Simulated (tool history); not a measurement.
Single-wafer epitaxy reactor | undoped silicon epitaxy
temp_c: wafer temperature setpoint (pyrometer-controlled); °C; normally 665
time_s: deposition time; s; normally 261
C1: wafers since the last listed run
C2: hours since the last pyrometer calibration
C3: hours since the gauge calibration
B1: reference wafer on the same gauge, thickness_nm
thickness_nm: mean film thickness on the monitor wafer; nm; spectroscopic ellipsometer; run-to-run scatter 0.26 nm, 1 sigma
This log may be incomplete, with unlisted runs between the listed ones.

{"run": 1, "hour": 0.0, "temp_c": 665, "time_s": 242, "C1": 0, "C2": 1011.6, "C3": 398.4, "B1": 53.064, "thickness_nm": 59.868}
{"run": 2, "hour": 9.8, "temp_c": 665, "time_s": 242, "C1": 46, "C2": 1021.4, "C3": 408.2, "B1": 53.071, "thickness_nm": 60.262}
{"run": 3, "hour": 19.7, "temp_c": 670, "time_s": 235, "C1": 47, "C2": 1031.3, "C3": 418.1, "B1": 52.948, "thickness_nm": 63.833}
{"run": 4, "hour": 29.5, "temp_c": 665, "time_s": 292, "C1": 46, "C2": 1041.1, "C3": 427.9, "B1": 53.009, "thickness_nm": 72.254}
{"run": 5, "hour": 40.2, "temp_c": 665, "time_s": 292, "C1": 51, "C2": 1051.8, "C3": 438.6, "B1": 52.935, "thickness_nm": 72.531}
{"run": 6, "hour": 46.7, "temp_c": 665, "time_s": 288, "C1": 30, "C2": 1058.3, "C3": 445.1, "B1": 52.959, "thickness_nm": 70.545}
{"run": 7, "hour": 58.6, "temp_c": 665, "time_s": 234, "C1": 56, "C2": 1070.2, "C3": 457.0, "B1": 52.933, "thickness_nm": 57.682}
{"run": 8, "hour": 71.9, "temp_c": 655, "time_s": 261, "C1": 63, "C2": 1083.5, "C3": 470.3, "B1": 53.102, "thickness_nm": 53.697}
{"run": 9, "hour": 86.0, "temp_c": 671, "time_s": 231, "C1": 67, "C2": 1097.6, "C3": 484.4, "B1": 53.119, "thickness_nm": 63.779}
{"run": 10, "hour": 96.3, "temp_c": 671, "time_s": 231, "C1": 49, "C2": 1107.9, "C3": 494.7, "B1": 52.972, "thickness_nm": 63.595}
{"run": 11, "hour": 110.6, "temp_c": 665, "time_s": 261, "C1": 68, "C2": 1122.2, "C3": 509.0, "B1": 52.884, "thickness_nm": 65.173}
{"run": 12, "hour": 125.9, "temp_c": 665, "time_s": 261, "C1": 72, "C2": 1137.5, "C3": 524.3, "B1": 52.986, "thickness_nm": 64.92}
{"run": 13, "hour": 137.4, "temp_c": 665, "time_s": 261, "C1": 54, "C2": 1149.0, "C3": 535.8, "B1": 52.972, "thickness_nm": 64.386}
{"run": 14, "hour": 176.6, "temp_c": 665, "time_s": 261, "C1": 186, "C2": 1188.2, "C3": 575.0, "B1": 53.007, "thickness_nm": 64.772}
{"run": 15, "hour": 191.3, "temp_c": 665, "time_s": 261, "C1": 70, "C2": 1202.9, "C3": 589.7, "B1": 53.087, "thickness_nm": 64.613}
{"run": 16, "hour": 204.3, "temp_c": 665, "time_s": 261, "C1": 61, "C2": 1215.9, "C3": 602.7, "B1": 53.047, "thickness_nm": 65.065}
{"run": 17, "hour": 218.8, "temp_c": 665, "time_s": 261, "C1": 69, "C2": 1230.4, "C3": 617.2, "B1": 52.9, "thickness_nm": 65.065}
{"run": 18, "hour": 227.8, "temp_c": 665, "time_s": 261, "C1": 42, "C2": 1239.4, "C3": 626.2, "B1": 53.035, "thickness_nm": 64.611}
{"run": 19, "hour": 240.8, "temp_c": 665, "time_s": 261, "C1": 61, "C2": 1252.4, "C3": 639.2, "B1": 53.044, "thickness_nm": 65.138}
{"run": 20, "hour": 254.4, "temp_c": 665, "time_s": 276, "C1": 64, "C2": 1266.0, "C3": 652.8, "B1": 52.91, "thickness_nm": 68.41}
{"run": 21, "hour": 268.0, "temp_c": 665, "time_s": 276, "C1": 64, "C2": 1279.6, "C3": 666.4, "B1": 53.052, "thickness_nm": 68.712}
{"hour": 270.0, "done": "gauge calibrated"}
{"run": 22, "hour": 282.4, "temp_c": 665, "time_s": 291, "C1": 68, "C2": 1294.0, "C3": 12.4, "B1": 53.02, "thickness_nm": 72.11}
{"run": 23, "hour": 296.8, "temp_c": 665, "time_s": 261, "C1": 68, "C2": 1308.4, "C3": 26.8, "B1": 52.91, "thickness_nm": 64.962}
{"run": 24, "hour": 313.1, "temp_c": 655, "time_s": 244, "C1": 77, "C2": 1324.7, "C3": 43.1, "B1": 53.111, "thickness_nm": 50.628}
{"run": 25, "hour": 330.3, "temp_c": 665, "time_s": 261, "C1": 82, "C2": 1341.9, "C3": 60.3, "B1": 52.944, "thickness_nm": 65.264}
{"run": 26, "hour": 346.0, "temp_c": 655, "time_s": 226, "C1": 74, "C2": 1357.6, "C3": 76.0, "B1": 53.063, "thickness_nm": 46.411}
{"run": 27, "hour": 358.0, "temp_c": 665, "time_s": 298, "C1": 57, "C2": 1369.6, "C3": 88.0, "B1": 52.976, "thickness_nm": 74.21}
{"run": 28, "hour": 371.4, "temp_c": 665, "time_s": 261, "C1": 63, "C2": 1383.0, "C3": 101.4, "B1": 52.961, "thickness_nm": 64.357}
{"run": 29, "hour": 388.5, "temp_c": 678, "time_s": 261, "C1": 81, "C2": 1400.1, "C3": 118.5, "B1": 52.971, "thickness_nm": 82.277}
{"run": 30, "hour": 396.9, "temp_c": 665, "time_s": 261, "C1": 40, "C2": 1408.5, "C3": 126.9, "B1": 53.044, "thickness_nm": 65.111}
{"hour": 413.3, "done": "pyrometer calibrated"}
{"run": 31, "hour": 413.8, "temp_c": 675, "time_s": 236, "C1": 42, "C2": 0.5, "C3": 143.8, "B1": 53.043, "thickness_nm": 61.862}
{"run": 32, "hour": 423.6, "temp_c": 665, "time_s": 213, "C1": 46, "C2": 10.3, "C3": 153.6, "B1": 52.973, "thickness_nm": 47.195}
{"run": 33, "hour": 433.9, "temp_c": 672, "time_s": 261, "C1": 49, "C2": 20.6, "C3": 163.9, "B1": 52.889, "thickness_nm": 65.107}
{"run": 34, "hour": 447.3, "temp_c": 669, "time_s": 261, "C1": 63, "C2": 34.0, "C3": 177.3, "B1": 53.004, "thickness_nm": 62.418}
{"run": 35, "hour": 456.7, "temp_c": 674, "time_s": 293, "C1": 44, "C2": 43.4, "C3": 186.7, "B1": 53.005, "thickness_nm": 77.009}
{"run": 36, "hour": 465.2, "temp_c": 655, "time_s": 214, "C1": 40, "C2": 51.9, "C3": 195.2, "B1": 52.959, "thickness_nm": 39.201}
{"run": 37, "hour": 479.0, "temp_c": 651, "time_s": 293, "C1": 65, "C2": 65.7, "C3": 209.0, "B1": 53.018, "thickness_nm": 50.517}
{"run": 38, "hour": 486.4, "temp_c": 674, "time_s": 214, "C1": 35, "C2": 73.1, "C3": 216.4, "B1": 53.104, "thickness_nm": 56.451}
{"run": 39, "hour": 499.6, "temp_c": 670, "time_s": 261, "C1": 62, "C2": 86.3, "C3": 229.6, "B1": 52.89, "thickness_nm": 64.145}
{"run": 40, "hour": 505.7, "temp_c": 665, "time_s": 261, "C1": 29, "C2": 92.4, "C3": 235.7, "B1": 52.924, "thickness_nm": 58.3}
{"run": 41, "hour": 513.8, "temp_c": 665, "time_s": 261, "C1": 38, "C2": 100.5, "C3": 243.8, "B1": 53.099, "thickness_nm": 58.342}
{"run": 42, "hour": 521.1, "temp_c": 656, "time_s": 313, "C1": 34, "C2": 107.8, "C3": 251.1, "B1": 52.985, "thickness_nm": 58.828}
{"run": 43, "hour": 528.4, "temp_c": 652, "time_s": 210, "C1": 34, "C2": 115.1, "C3": 258.4, "B1": 52.872, "thickness_nm": 36.682}
{"run": 44, "hour": 536.4, "temp_c": 651, "time_s": 261, "C1": 38, "C2": 123.1, "C3": 266.4, "B1": 53.094, "thickness_nm": 45.076}
{"run": 45, "hour": 546.5, "temp_c": 650, "time_s": 261, "C1": 48, "C2": 133.2, "C3": 276.5, "B1": 52.978, "thickness_nm": 44.425}

Alternative continuations, all from the tool just after run 45; predict every row:
{"run": "A", "hour": 547.0, "temp_c": 654, "time_s": 261, "C1": 2, "C2": 133.7, "C3": 277.0, "B1": "?", "thickness_nm": "?"}
{"run": "B", "hour": 547.0, "temp_c": 672, "time_s": 232, "C1": 2, "C2": 133.7, "C3": 277.0, "B1": "?", "thickness_nm": "?"}
{"run": "C", "hour": 547.0, "temp_c": 673, "time_s": 295, "C1": 2, "C2": 133.7, "C3": 277.0, "B1": "?", "thickness_nm": "?"}

run=A B1=52.986 thickness_nm=47.864
run=B B1=52.986 thickness_nm=59.471
run=C B1=52.986 thickness_nm=77.016
Had the tool no hidden state, the same runs would have come out as:
run=A thickness_nm=47.078
run=B thickness_nm=58.526
run=C thickness_nm=75.794

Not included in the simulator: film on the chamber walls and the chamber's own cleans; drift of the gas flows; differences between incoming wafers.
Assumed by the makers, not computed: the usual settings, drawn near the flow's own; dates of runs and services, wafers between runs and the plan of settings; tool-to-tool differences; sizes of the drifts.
